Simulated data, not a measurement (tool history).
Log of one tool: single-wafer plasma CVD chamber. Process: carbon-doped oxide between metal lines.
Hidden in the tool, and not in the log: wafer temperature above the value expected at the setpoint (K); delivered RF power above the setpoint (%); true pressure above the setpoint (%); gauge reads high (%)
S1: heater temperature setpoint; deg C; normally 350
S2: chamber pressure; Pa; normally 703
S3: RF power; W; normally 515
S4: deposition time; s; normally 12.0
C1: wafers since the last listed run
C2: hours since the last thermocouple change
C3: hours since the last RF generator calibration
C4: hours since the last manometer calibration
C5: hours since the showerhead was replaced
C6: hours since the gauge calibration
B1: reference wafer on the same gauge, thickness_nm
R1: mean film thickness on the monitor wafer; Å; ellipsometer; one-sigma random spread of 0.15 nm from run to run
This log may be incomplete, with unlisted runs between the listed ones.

run,day,S1,S2,S3,S4,C1,C2,C3,C4,C5,C6,B1,R1
1,0.000,350,703,515,12.0,0,1674.6,1410.3,1343.1,3212.3,395.4,67.115,628.05
2,0.783,350,633,485,12.0,633,1693.4,1429.1,1361.9,3231.1,414.2,67.115,585.25
3,2.071,350,633,485,12.0,1040,1724.3,1460.0,1392.8,3262.0,445.1,67.052,585.60
4,2.946,350,703,515,12.0,707,1745.3,1481.0,1413.8,3283.0,466.1,67.116,627.27
# day 3.958: RF generator calibrated
5,4.438,350,703,515,12.0,936,1781.1,11.5,1449.6,3318.8,501.9,67.103,614.85
6,4.962,350,703,515,12.0,424,1793.7,24.1,1462.2,3331.4,514.5,67.139,615.81
7,5.533,336,771,515,12.7,461,1807.4,37.8,1475.9,3345.1,528.2,67.154,688.50
8,6.183,336,703,515,12.0,525,1823.0,53.4,1491.5,3360.7,543.8,67.118,639.92
# day 7.062: capacitance manometer re-zeroed and calibrated
9,7.667,350,703,515,12.0,929,1858.6,89.0,14.5,3396.3,579.4,67.096,614.03
# day 8.175: showerhead replaced
10,9.042,350,833,445,14.3,841,1891.6,122.0,47.5,20.8,612.4,67.115,642.14
# day 9.396: RF generator calibrated, repeated, since the last time left the tool worse
11,10.267,345,596,515,13.3,720,1921.0,20.9,76.9,50.2,641.8,67.085,709.87
12,10.775,350,703,515,11.2,410,1933.2,33.1,89.1,62.4,654.0,67.085,608.55
# day 11.329: thermocouple changed; heater temperature recalibrated
13,13.283,350,703,600,10.6,1757,46.9,93.3,149.3,122.6,714.2,67.093,653.76
14,14.083,350,703,515,12.0,646,66.1,112.5,168.5,141.8,733.4,67.056,648.01
15,14.683,343,775,480,12.9,484,80.5,126.9,182.9,156.2,747.8,67.159,674.71
16,15.500,350,703,515,12.0,659,100.1,146.5,202.5,175.8,767.4,67.072,644.40
17,16.946,350,544,515,10.1,1168,134.8,181.2,237.2,210.5,802.1,67.070,522.57
# day 17.217: gauge calibrated
18,17.504,350,627,425,12.0,451,148.2,194.6,250.6,223.9,6.9,67.094,522.33
19,18.892,350,864,560,10.7,1121,181.5,227.9,283.9,257.2,40.2,67.038,635.33
20,19.950,350,703,515,12.0,855,206.9,253.3,309.3,282.6,65.6,67.094,645.17
21,21.062,350,703,515,12.0,899,233.6,280.0,336.0,309.3,92.3,67.097,645.81
22,22.158,362,703,435,12.0,885,259.9,306.3,362.3,335.6,118.6,67.130,525.83
23,23.621,355,703,515,10.0,1181,295.0,341.4,397.4,370.7,153.7,67.071,532.44
24,24.321,350,604,595,12.0,565,311.8,358.2,414.2,387.5,170.5,67.085,710.25
25,25.304,350,703,430,14.4,794,335.4,381.8,437.8,411.1,194.1,67.133,641.82
26,26.258,345,703,455,12.0,771,358.3,404.7,460.7,434.0,217.0,67.111,577.12
27,27.221,350,845,515,12.0,777,381.4,427.8,483.8,457.1,240.1,67.113,655.52

Below are 5 alternative next runs, each starting from the tool's condition after run 27. Predict each:
A,27.238,350,703,515,12.0,13,381.8,428.2,484.2,457.5,240.5,?,?
B,27.238,350,868,515,13.8,13,381.8,428.2,484.2,457.5,240.5,?,?
C,27.238,358,703,585,12.0,13,381.8,428.2,484.2,457.5,240.5,?,?
D,27.238,358,703,445,12.0,13,381.8,428.2,484.2,457.5,240.5,?,?
E,27.238,350,703,615,10.8,13,381.8,428.2,484.2,457.5,240.5,?,?

run,B1,R1
A,67.135,641.27
B,67.135,754.59
C,67.135,699.18
D,67.135,543.51
E,67.135,670.32
Stripped of hidden state, with their random variation kept, the same runs would have yielded:
run,R1
A,646.41
B,760.64
C,704.62
D,548.65
E,675.49
